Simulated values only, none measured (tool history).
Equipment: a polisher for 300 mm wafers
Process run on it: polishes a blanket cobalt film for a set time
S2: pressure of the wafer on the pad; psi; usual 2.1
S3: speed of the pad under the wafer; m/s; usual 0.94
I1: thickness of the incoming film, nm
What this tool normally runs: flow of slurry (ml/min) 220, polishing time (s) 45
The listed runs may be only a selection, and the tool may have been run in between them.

run 1 hour=0.0 | flow_of_slurry_(ml/min)=220 S2=2.1 S3=1.08 polishing_time_(s)=45 | I1=641.6 | film_removed_(angstrom)=2604
-- hour=20.1 worn pad replaced by a new one
run 2 hour=36.5 | flow_of_slurry_(ml/min)=220 S2=2.1 S3=1.08 polishing_time_(s)=45 | I1=632.0 | film_removed_(angstrom)=2873
run 3 hour=137.4 | flow_of_slurry_(ml/min)=220 S2=2.1 S3=0.94 polishing_time_(s)=45 | I1=639.7 | film_removed_(angstrom)=2399
run 4 hour=202.7 | flow_of_slurry_(ml/min)=220 S2=2.1 S3=1.10 polishing_time_(s)=45 | I1=649.7 | film_removed_(angstrom)=2769
run 5 hour=255.1 | flow_of_slurry_(ml/min)=220 S2=2.1 S3=1.10 polishing_time_(s)=45 | I1=638.2 | film_removed_(angstrom)=2758
-- hour=267.2 worn pad replaced by a new one
run 6 hour=308.0 | flow_of_slurry_(ml/min)=220 S2=2.1 S3=0.94 polishing_time_(s)=51 | I1=633.6 | film_removed_(angstrom)=2806
run 7 hour=377.6 | flow_of_slurry_(ml/min)=220 S2=2.1 S3=0.94 polishing_time_(s)=51 | I1=642.4 | film_removed_(angstrom)=2645
-- hour=457.2 head pressure recalibrated
-- hour=478.8 worn pad replaced by a new one
run 8 hour=509.9 | flow_of_slurry_(ml/min)=220 S2=2.1 S3=0.94 polishing_time_(s)=51 | I1=640.1 | film_removed_(angstrom)=2803
run 9 hour=551.5 | flow_of_slurry_(ml/min)=220 S2=2.1 S3=0.94 polishing_time_(s)=45 | I1=642.2 | film_removed_(angstrom)=2366
run 10 hour=596.8 | flow_of_slurry_(ml/min)=220 S2=2.1 S3=0.94 polishing_time_(s)=45 | I1=644.1 | film_removed_(angstrom)=2355
run 11 hour=641.8 | flow_of_slurry_(ml/min)=170 S2=2.1 S3=0.94 polishing_time_(s)=45 | I1=639.9 | film_removed_(angstrom)=2227
run 12 hour=707.8 | flow_of_slurry_(ml/min)=220 S2=2.6 S3=0.94 polishing_time_(s)=45 | I1=638.8 | film_removed_(angstrom)=2880
run 13 hour=733.1 | flow_of_slurry_(ml/min)=220 S2=1.9 S3=0.78 polishing_time_(s)=38 | I1=645.5 | film_removed_(angstrom)=1461
-- hour=740.9 worn pad replaced by a new one
run 14 hour=786.3 | flow_of_slurry_(ml/min)=220 S2=2.4 S3=0.78 polishing_time_(s)=58 | I1=633.1 | film_removed_(angstrom)=2911
run 15 hour=830.1 | flow_of_slurry_(ml/min)=165 S2=2.4 S3=1.04 polishing_time_(s)=45 | I1=638.9 | film_removed_(angstrom)=2857
-- hour=870.2 slurry nozzle cleaned
run 16 hour=890.2 | flow_of_slurry_(ml/min)=190 S2=2.4 S3=1.10 polishing_time_(s)=52 | I1=646.7 | film_removed_(angstrom)=3500
run 17 hour=950.5 | flow_of_slurry_(ml/min)=220 S2=2.1 S3=0.72 polishing_time_(s)=41 | I1=648.3 | film_removed_(angstrom)=1633
-- hour=963.1 worn pad replaced by a new one
run 18 hour=1007.3 | flow_of_slurry_(ml/min)=220 S2=2.1 S3=0.94 polishing_time_(s)=45 | I1=629.6 | film_removed_(angstrom)=2465
run 19 hour=1074.3 | flow_of_slurry_(ml/min)=155 S2=2.1 S3=0.94 polishing_time_(s)=45 | I1=628.7 | film_removed_(angstrom)=2237
run 20 hour=1101.6 | flow_of_slurry_(ml/min)=220 S2=2.1 S3=0.94 polishing_time_(s)=45 | I1=634.0 | film_removed_(angstrom)=2383
run 21 hour=1132.1 | flow_of_slurry_(ml/min)=220 S2=1.9 S3=0.94 polishing_time_(s)=45 | I1=634.6 | film_removed_(angstrom)=2111
run 22 hour=1156.2 | flow_of_slurry_(ml/min)=220 S2=1.8 S3=0.94 polishing_time_(s)=45 | I1=637.8 | film_removed_(angstrom)=1968
-- hour=1173.9 worn pad replaced by a new one
run 23 hour=1225.6 | flow_of_slurry_(ml/min)=220 S2=2.1 S3=0.94 polishing_time_(s)=45 | I1=631.8 | film_removed_(angstrom)=2416

Consider 5 possible next runs. They are alternatives, not a sequence: every one starts from the tool as it was left by run 23. What does each give?
run A hour=1226.0 | flow_of_slurry_(ml/min)=220 S2=2.1 S3=0.94 polishing_time_(s)=45 | I1=636.0 | film_removed_(angstrom)=?
run B hour=1226.0 | flow_of_slurry_(ml/min)=290 S2=2.7 S3=0.84 polishing_time_(s)=50 | I1=636.0 | film_removed_(angstrom)=?
run C hour=1226.0 | flow_of_slurry_(ml/min)=250 S2=2.1 S3=0.94 polishing_time_(s)=49 | I1=636.0 | film_removed_(angstrom)=?
run D hour=1226.0 | flow_of_slurry_(ml/min)=285 S2=2.1 S3=0.82 polishing_time_(s)=53 | I1=636.0 | film_removed_(angstrom)=?
run E hour=1226.0 | flow_of_slurry_(ml/min)=220 S2=2.6 S3=1.16 polishing_time_(s)=51 | I1=636.0 | film_removed_(angstrom)=?

run=A film_removed_(angstrom)=2497
run=B film_removed_(angstrom)=3279
run=C film_removed_(angstrom)=2757
run=D film_removed_(angstrom)=2635
run=E film_removed_(angstrom)=4325
With no hidden state in the tool, these same runs would have given:
run=A film_removed_(angstrom)=2610
run=B film_removed_(angstrom)=3427
run=C film_removed_(angstrom)=2882
run=D film_removed_(angstrom)=2754
run=E film_removed_(angstrom)=4520
